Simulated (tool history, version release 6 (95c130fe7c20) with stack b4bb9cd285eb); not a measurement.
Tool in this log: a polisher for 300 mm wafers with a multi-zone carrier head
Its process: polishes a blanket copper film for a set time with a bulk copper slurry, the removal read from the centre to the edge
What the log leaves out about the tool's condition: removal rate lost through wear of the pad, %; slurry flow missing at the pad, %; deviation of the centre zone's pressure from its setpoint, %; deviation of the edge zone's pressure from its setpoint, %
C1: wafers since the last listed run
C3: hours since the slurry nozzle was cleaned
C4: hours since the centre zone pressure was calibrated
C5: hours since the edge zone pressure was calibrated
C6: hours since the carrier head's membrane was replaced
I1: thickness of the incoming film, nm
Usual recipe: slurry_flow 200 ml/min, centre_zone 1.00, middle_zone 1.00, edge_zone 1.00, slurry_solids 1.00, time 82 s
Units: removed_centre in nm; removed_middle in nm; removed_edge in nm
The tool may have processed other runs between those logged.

{"run": 1, "hour": 0.0, "slurry_flow": 200, "centre_zone": 1.0, "middle_zone": 1.0, "edge_zone": 1.0, "slurry_solids": 1.0, "time": 82, "C1": 0, "wafers polished on this pad": 246, "C3": 537.0, "C4": 66.1, "C5": 16.2, "C6": 967.7, "I1": 4111.1, "removed_centre": 664.8, "removed_middle": 699.2, "removed_edge": 700.0}
{"run": 2, "hour": 11.9, "slurry_flow": 160, "centre_zone": 1.09, "middle_zone": 1.0, "edge_zone": 0.96, "slurry_solids": 1.0, "time": 82, "C1": 68, "wafers polished on this pad": 315, "C3": 548.9, "C4": 78.0, "C5": 28.1, "C6": 979.6, "I1": 4135.2, "removed_centre": 677.9, "removed_middle": 672.0, "removed_edge": 662.8}
{"hour": 19.6, "done": "carrier head's membrane replaced by a new one"}
{"run": 3, "hour": 26.9, "slurry_flow": 200, "centre_zone": 1.0, "middle_zone": 0.94, "edge_zone": 1.0, "slurry_solids": 0.9, "time": 82, "C1": 57, "wafers polished on this pad": 372, "C3": 563.9, "C4": 93.0, "C5": 43.1, "C6": 7.3, "I1": 4147.8, "removed_centre": 632.0, "removed_middle": 647.9, "removed_edge": 671.0}
{"hour": 37.1, "done": "slurry nozzle cleaned"}
{"run": 4, "hour": 42.0, "slurry_flow": 200, "centre_zone": 1.0, "middle_zone": 1.0, "edge_zone": 1.0, "slurry_solids": 0.75, "time": 60, "C1": 81, "wafers polished on this pad": 453, "C3": 4.9, "C4": 108.1, "C5": 58.2, "C6": 22.4, "I1": 4122.3, "removed_centre": 473.5, "removed_middle": 502.1, "removed_edge": 488.6}
{"run": 5, "hour": 51.6, "slurry_flow": 200, "centre_zone": 1.0, "middle_zone": 1.0, "edge_zone": 1.0, "slurry_solids": 1.0, "time": 82, "C1": 55, "wafers polished on this pad": 508, "C3": 14.5, "C4": 117.7, "C5": 67.8, "C6": 32.0, "I1": 4186.9, "removed_centre": 688.6, "removed_middle": 733.2, "removed_edge": 703.7}
{"run": 6, "hour": 64.5, "slurry_flow": 200, "centre_zone": 1.0, "middle_zone": 1.0, "edge_zone": 1.03, "slurry_solids": 1.0, "time": 82, "C1": 74, "wafers polished on this pad": 583, "C3": 27.4, "C4": 130.6, "C5": 80.7, "C6": 44.9, "I1": 4147.7, "removed_centre": 688.3, "removed_middle": 735.4, "removed_edge": 734.8}
{"run": 7, "hour": 77.2, "slurry_flow": 200, "centre_zone": 1.0, "middle_zone": 1.0, "edge_zone": 1.0, "slurry_solids": 1.0, "time": 82, "C1": 72, "wafers polished on this pad": 655, "C3": 40.1, "C4": 143.3, "C5": 93.4, "C6": 57.6, "I1": 4204.7, "removed_centre": 674.5, "removed_middle": 730.9, "removed_edge": 719.6}
{"run": 8, "hour": 94.8, "slurry_flow": 255, "centre_zone": 1.0, "middle_zone": 1.11, "edge_zone": 1.0, "slurry_solids": 1.0, "time": 74, "C1": 101, "wafers polished on this pad": 757, "C3": 57.7, "C4": 160.9, "C5": 111.0, "C6": 75.2, "I1": 4230.9, "removed_centre": 629.0, "removed_middle": 749.1, "removed_edge": 668.9}
{"run": 9, "hour": 104.9, "slurry_flow": 200, "centre_zone": 1.07, "middle_zone": 1.0, "edge_zone": 1.1, "slurry_solids": 1.25, "time": 82, "C1": 58, "wafers polished on this pad": 815, "C3": 67.8, "C4": 171.0, "C5": 121.1, "C6": 85.3, "I1": 4140.4, "removed_centre": 757.0, "removed_middle": 769.6, "removed_edge": 793.2}
{"run": 10, "hour": 116.5, "slurry_flow": 270, "centre_zone": 1.0, "middle_zone": 1.0, "edge_zone": 1.0, "slurry_solids": 1.0, "time": 82, "C1": 66, "wafers polished on this pad": 881, "C3": 79.4, "C4": 182.6, "C5": 132.7, "C6": 96.9, "I1": 4148.0, "removed_centre": 712.5, "removed_middle": 755.6, "removed_edge": 724.2}
{"run": 11, "hour": 129.7, "slurry_flow": 200, "centre_zone": 1.08, "middle_zone": 1.1, "edge_zone": 1.1, "slurry_solids": 1.0, "time": 95, "C1": 75, "wafers polished on this pad": 957, "C3": 92.6, "C4": 195.8, "C5": 145.9, "C6": 110.1, "I1": 4173.1, "removed_centre": 828.9, "removed_middle": 918.8, "removed_edge": 863.9}
{"run": 12, "hour": 141.4, "slurry_flow": 200, "centre_zone": 1.09, "middle_zone": 1.0, "edge_zone": 1.0, "slurry_solids": 1.2, "time": 82, "C1": 67, "wafers polished on this pad": 1024, "C3": 104.3, "C4": 207.5, "C5": 157.6, "C6": 121.8, "I1": 4180.0, "removed_centre": 750.5, "removed_middle": 768.3, "removed_edge": 728.6}
{"run": 13, "hour": 156.2, "slurry_flow": 170, "centre_zone": 1.0, "middle_zone": 1.0, "edge_zone": 0.97, "slurry_solids": 1.1, "time": 82, "C1": 85, "wafers polished on this pad": 1109, "C3": 119.1, "C4": 222.3, "C5": 172.4, "C6": 136.6, "I1": 4184.9, "removed_centre": 666.0, "removed_middle": 734.4, "removed_edge": 717.3}
{"hour": 163.1, "done": "worn pad replaced by a new one"}
{"run": 14, "hour": 171.8, "slurry_flow": 200, "centre_zone": 0.91, "middle_zone": 1.04, "edge_zone": 1.0, "slurry_solids": 0.9, "time": 82, "C1": 66, "wafers polished on this pad": 50, "C3": 134.7, "C4": 237.9, "C5": 188.0, "C6": 152.2, "I1": 4217.5, "removed_centre": 587.3, "removed_middle": 732.1, "removed_edge": 682.3}
{"run": 15, "hour": 188.1, "slurry_flow": 200, "centre_zone": 0.95, "middle_zone": 1.0, "edge_zone": 1.0, "slurry_solids": 0.85, "time": 82, "C1": 93, "wafers polished on this pad": 143, "C3": 151.0, "C4": 254.2, "C5": 204.3, "C6": 168.5, "I1": 4194.4, "removed_centre": 611.2, "removed_middle": 696.6, "removed_edge": 692.9}
{"run": 16, "hour": 204.4, "slurry_flow": 200, "centre_zone": 1.0, "middle_zone": 1.0, "edge_zone": 1.0, "slurry_solids": 1.0, "time": 82, "C1": 93, "wafers polished on this pad": 237, "C3": 167.3, "C4": 270.5, "C5": 220.6, "C6": 184.8, "I1": 4128.3, "removed_centre": 664.8, "removed_middle": 730.3, "removed_edge": 713.0}
{"run": 17, "hour": 221.7, "slurry_flow": 200, "centre_zone": 1.05, "middle_zone": 0.92, "edge_zone": 1.0, "slurry_solids": 1.25, "time": 82, "C1": 99, "wafers polished on this pad": 336, "C3": 184.6, "C4": 287.8, "C5": 237.9, "C6": 202.1, "I1": 4134.7, "removed_centre": 724.4, "removed_middle": 702.6, "removed_edge": 741.6}
{"run": 18, "hour": 230.0, "slurry_flow": 200, "centre_zone": 0.97, "middle_zone": 1.0, "edge_zone": 1.0, "slurry_solids": 1.0, "time": 82, "C1": 47, "wafers polished on this pad": 384, "C3": 192.9, "C4": 296.1, "C5": 246.2, "C6": 210.4, "I1": 4137.3, "removed_centre": 645.2, "removed_middle": 726.1, "removed_edge": 694.2}
{"run": 19, "hour": 245.1, "slurry_flow": 200, "centre_zone": 0.91, "middle_zone": 1.04, "edge_zone": 1.0, "slurry_solids": 0.9, "time": 82, "C1": 86, "wafers polished on this pad": 471, "C3": 208.0, "C4": 311.2, "C5": 261.3, "C6": 225.5, "I1": 4104.8, "removed_centre": 578.2, "removed_middle": 723.1, "removed_edge": 678.0}
{"run": 20, "hour": 258.0, "slurry_flow": 235, "centre_zone": 1.0, "middle_zone": 1.0, "edge_zone": 1.0, "slurry_solids": 1.15, "time": 82, "C1": 74, "wafers polished on this pad": 545, "C3": 220.9, "C4": 324.1, "C5": 274.2, "C6": 238.4, "I1": 4110.4, "removed_centre": 691.2, "removed_middle": 767.6, "removed_edge": 747.0}
{"run": 21, "hour": 269.6, "slurry_flow": 200, "centre_zone": 1.0, "middle_zone": 1.0, "edge_zone": 1.0, "slurry_solids": 1.0, "time": 82, "C1": 66, "wafers polished on this pad": 611, "C3": 232.5, "C4": 335.7, "C5": 285.8, "C6": 250.0, "I1": 4173.9, "removed_centre": 644.0, "removed_middle": 721.8, "removed_edge": 699.1}

What if the next run were any one of these 5? Each begins from the tool's condition after run 21:
{"run": "A", "hour": 270.0, "slurry_flow": 200, "centre_zone": 1.0, "middle_zone": 1.03, "edge_zone": 1.0, "slurry_solids": 1.0, "time": 82, "C1": 2, "wafers polished on this pad": 614, "C3": 232.9, "C4": 336.1, "C5": 286.2, "C6": 250.4, "I1": 4177.1, "removed_centre": "?", "removed_middle": "?", "removed_edge": "?"}
{"run": "B", "hour": 270.0, "slurry_flow": 250, "centre_zone": 1.0, "middle_zone": 1.0, "edge_zone": 1.0, "slurry_solids": 1.25, "time": 82, "C1": 2, "wafers polished on this pad": 614, "C3": 232.9, "C4": 336.1, "C5": 286.2, "C6": 250.4, "I1": 4177.1, "removed_centre": "?", "removed_middle": "?", "removed_edge": "?"}
{"run": "C", "hour": 270.0, "slurry_flow": 200, "centre_zone": 1.0, "middle_zone": 1.0, "edge_zone": 1.0, "slurry_solids": 0.9, "time": 82, "C1": 2, "wafers polished on this pad": 614, "C3": 232.9, "C4": 336.1, "C5": 286.2, "C6": 250.4, "I1": 4177.1, "removed_centre": "?", "removed_middle": "?", "removed_edge": "?"}
{"run": "D", "hour": 270.0, "slurry_flow": 250, "centre_zone": 1.0, "middle_zone": 1.04, "edge_zone": 1.09, "slurry_solids": 1.0, "time": 82, "C1": 2, "wafers polished on this pad": 614, "C3": 232.9, "C4": 336.1, "C5": 286.2, "C6": 250.4, "I1": 4177.1, "removed_centre": "?", "removed_middle": "?", "removed_edge": "?"}
{"run": "E", "hour": 270.0, "slurry_flow": 200, "centre_zone": 0.96, "middle_zone": 1.0, "edge_zone": 1.04, "slurry_solids": 0.8, "time": 110, "C1": 2, "wafers polished on this pad": 614, "C3": 232.9, "C4": 336.1, "C5": 286.2, "C6": 250.4, "I1": 4177.1, "removed_centre": "?", "removed_middle": "?", "removed_edge": "?"}

run=A removed_centre=640.3 removed_middle=745.8 removed_edge=698.3
run=B removed_centre=696.9 removed_middle=789.5 removed_edge=753.3
run=C removed_centre=623.1 removed_middle=708.0 removed_edge=680.0
run=D removed_centre=658.6 removed_middle=770.9 removed_edge=742.2
run=E removed_centre=780.6 removed_middle=921.4 removed_edge=901.9
Take away the tool's hidden state, keep each run's random variation, and the runs would have read:
run=A removed_centre=685.5 removed_middle=760.0 removed_edge=708.2
run=B removed_centre=743.7 removed_middle=802.2 removed_edge=762.5
run=C removed_centre=667.1 removed_middle=721.5 removed_edge=689.6
run=D removed_centre=702.8 removed_middle=783.4 removed_edge=751.2
run=E removed_centre=835.9 removed_middle=938.9 removed_edge=914.6
